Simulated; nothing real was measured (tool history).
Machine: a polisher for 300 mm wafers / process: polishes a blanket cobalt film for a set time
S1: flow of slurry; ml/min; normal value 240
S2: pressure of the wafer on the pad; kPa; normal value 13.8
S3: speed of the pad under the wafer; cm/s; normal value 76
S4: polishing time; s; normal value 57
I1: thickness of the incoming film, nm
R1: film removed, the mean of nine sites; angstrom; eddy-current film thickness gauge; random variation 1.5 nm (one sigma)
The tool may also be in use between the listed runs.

run,hour,S1,S2,S3,S4,I1,R1
1,0.0,240,13.8,76,57,1313.9,2140
2,23.8,240,13.8,76,57,1306.6,2094
3,42.0,240,13.8,76,57,1316.0,2078
# hour 59.1: worn pad replaced by a new one
4,73.3,240,13.8,76,57,1281.0,2091
5,105.1,240,13.8,76,57,1313.6,2093
6,138.2,240,13.8,76,57,1306.3,2113
7,164.5,240,13.8,76,57,1314.5,2122
8,189.5,240,13.8,76,57,1294.5,2074
9,207.0,240,13.8,76,57,1290.0,2103
10,227.1,240,13.8,76,57,1283.5,2074
11,252.8,240,13.8,76,57,1304.5,2092
# hour 271.4: worn pad replaced by a new one
12,271.9,240,13.8,76,57,1274.7,2089
# hour 294.9: head pressure recalibrated
13,299.1,240,13.8,76,57,1294.5,2201
14,320.8,240,13.8,76,57,1284.2,2211
# hour 337.5: slurry nozzle cleaned
15,341.5,240,13.8,76,57,1309.7,2186
16,363.6,240,13.8,76,57,1306.7,2157
17,378.9,240,10.3,58,57,1272.1,1407
18,398.1,155,13.8,76,51,1288.2,1807
19,427.7,210,13.8,56,38,1288.0,1047
20,444.2,240,13.8,76,57,1289.4,2159
21,469.3,320,18.6,76,57,1294.4,2714
# hour 481.9: worn pad replaced by a new one
22,499.7,240,13.8,76,57,1294.7,2158
23,514.1,240,13.8,76,57,1312.2,2131
24,528.5,200,15.2,76,57,1299.2,2224
25,557.3,240,13.8,76,65,1293.1,2430
26,581.6,295,9.7,76,57,1296.8,1783
27,610.0,240,13.8,76,57,1316.7,2173
28,689.5,240,13.8,76,57,1294.1,2107
# hour 694.7: worn pad replaced by a new one
29,702.1,240,15.2,62,63,1281.5,2055
30,719.1,160,11.0,76,47,1287.2,1438
31,740.7,170,15.2,76,68,1283.5,2557
32,767.9,240,13.8,76,57,1301.5,2102
33,800.2,240,12.4,100,62,1281.0,2860
34,821.0,155,16.5,62,46,1279.2,1467
35,836.1,170,15.2,76,68,1298.6,2554
36,862.3,240,13.8,76,57,1277.1,2110
37,881.6,240,13.8,88,50,1287.3,2147

Below are 4 alternative next runs, each starting from the tool's condition after run 37. Predict each:
A,882.0,240,13.8,76,57,1315.4,?
B,882.0,280,12.4,50,38,1315.4,?
C,882.0,240,13.8,88,57,1315.4,?
D,882.0,320,16.5,60,66,1315.4,?

run,R1
A,2155
B,902
C,2496
D,2281
The same runs, with their run-to-run variation unchanged, on a tool lacking any hidden condition would have given:
run,R1
A,2220
B,929
C,2570
D,2349
